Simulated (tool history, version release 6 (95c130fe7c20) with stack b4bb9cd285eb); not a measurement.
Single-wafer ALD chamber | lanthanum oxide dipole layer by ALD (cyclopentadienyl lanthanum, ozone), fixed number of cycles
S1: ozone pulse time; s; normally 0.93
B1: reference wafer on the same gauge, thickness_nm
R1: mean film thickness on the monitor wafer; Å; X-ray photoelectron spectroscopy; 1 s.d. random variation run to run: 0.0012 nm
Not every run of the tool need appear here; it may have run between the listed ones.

{"run": 1, "hour": 0.0, "S1": 1.19, "B1": 0.514, "R1": 5.06}
{"run": 2, "hour": 68.6, "S1": 0.93, "B1": 0.514, "R1": 4.7}
{"run": 3, "hour": 118.7, "S1": 1.09, "B1": 0.514, "R1": 4.95}
{"run": 4, "hour": 150.4, "S1": 1.09, "B1": 0.513, "R1": 4.94}
{"run": 5, "hour": 213.5, "S1": 1.12, "B1": 0.514, "R1": 4.99}
{"run": 6, "hour": 268.2, "S1": 1.02, "B1": 0.514, "R1": 4.85}
{"run": 7, "hour": 333.0, "S1": 1.02, "B1": 0.514, "R1": 4.83}
{"run": 8, "hour": 376.6, "S1": 0.8, "B1": 0.514, "R1": 4.39}
{"run": 9, "hour": 431.6, "S1": 0.8, "B1": 0.514, "R1": 4.36}
{"run": 10, "hour": 492.8, "S1": 0.8, "B1": 0.515, "R1": 4.36}
{"run": 11, "hour": 558.7, "S1": 0.93, "B1": 0.514, "R1": 4.67}
{"hour": 569.8, "done": "gauge calibrated"}
{"run": 12, "hour": 591.4, "S1": 0.71, "B1": 0.514, "R1": 4.08}
{"run": 13, "hour": 659.5, "S1": 0.68, "B1": 0.514, "R1": 3.99}
{"run": 14, "hour": 689.3, "S1": 1.23, "B1": 0.514, "R1": 5.09}
{"run": 15, "hour": 720.6, "S1": 0.65, "B1": 0.513, "R1": 3.87}
{"hour": 747.3, "done": "showerhead replaced"}
{"run": 16, "hour": 934.0, "S1": 1.19, "B1": 0.514, "R1": 5.07}
{"run": 17, "hour": 1138.5, "S1": 0.8, "B1": 0.514, "R1": 4.35}
{"run": 18, "hour": 1184.3, "S1": 0.8, "B1": 0.514, "R1": 4.34}
{"run": 19, "hour": 1248.9, "S1": 0.59, "B1": 0.514, "R1": 3.63}
{"run": 20, "hour": 1292.2, "S1": 0.78, "B1": 0.514, "R1": 4.3}
{"run": 21, "hour": 1324.3, "S1": 0.93, "B1": 0.514, "R1": 4.63}
{"hour": 1355.4, "done": "ozone generator serviced"}
{"run": 22, "hour": 1376.5, "S1": 1.16, "B1": 0.514, "R1": 5.03}
{"run": 23, "hour": 1417.4, "S1": 0.57, "B1": 0.514, "R1": 3.58}
{"run": 24, "hour": 1463.8, "S1": 1.08, "B1": 0.513, "R1": 4.97}
{"run": 25, "hour": 1492.3, "S1": 0.67, "B1": 0.514, "R1": 4}
{"hour": 1515.3, "done": "thermocouple changed; heater temperature recalibrated"}
{"run": 26, "hour": 1559.9, "S1": 1.27, "B1": 0.514, "R1": 5.14}
{"run": 27, "hour": 1618.7, "S1": 1.13, "B1": 0.514, "R1": 5.03}
{"run": 28, "hour": 1653.2, "S1": 0.77, "B1": 0.515, "R1": 4.3}
{"run": 29, "hour": 1708.8, "S1": 1.26, "B1": 0.514, "R1": 5.17}
{"run": 30, "hour": 1740.9, "S1": 0.72, "B1": 0.514, "R1": 4.14}
{"run": 31, "hour": 1879.4, "S1": 0.93, "B1": 0.514, "R1": 4.68}
{"run": 32, "hour": 1927.7, "S1": 1.25, "B1": 0.514, "R1": 5.14}
{"run": 33, "hour": 1966.1, "S1": 0.56, "B1": 0.514, "R1": 3.52}
{"run": 34, "hour": 1999.2, "S1": 0.82, "B1": 0.514, "R1": 4.42}

Below are 4 alternative next runs, each starting from the tool's condition after run 34. Predict each:
{"run": "A", "hour": 1999.6, "S1": 1.28, "B1": "?", "R1": "?"}
{"run": "B", "hour": 1999.6, "S1": 0.75, "B1": "?", "R1": "?"}
{"run": "C", "hour": 1999.6, "S1": 1.15, "B1": "?", "R1": "?"}
{"run": "D", "hour": 1999.6, "S1": 0.7, "B1": "?", "R1": "?"}

run=A B1=0.514 R1=5.15
run=B B1=0.514 R1=4.22
run=C B1=0.514 R1=5.01
run=D B1=0.514 R1=4.06
Had the tool no hidden state, the same runs would have come out as:
run=A R1=5.16
run=B R1=4.25
run=C R1=5.03
run=D R1=4.09
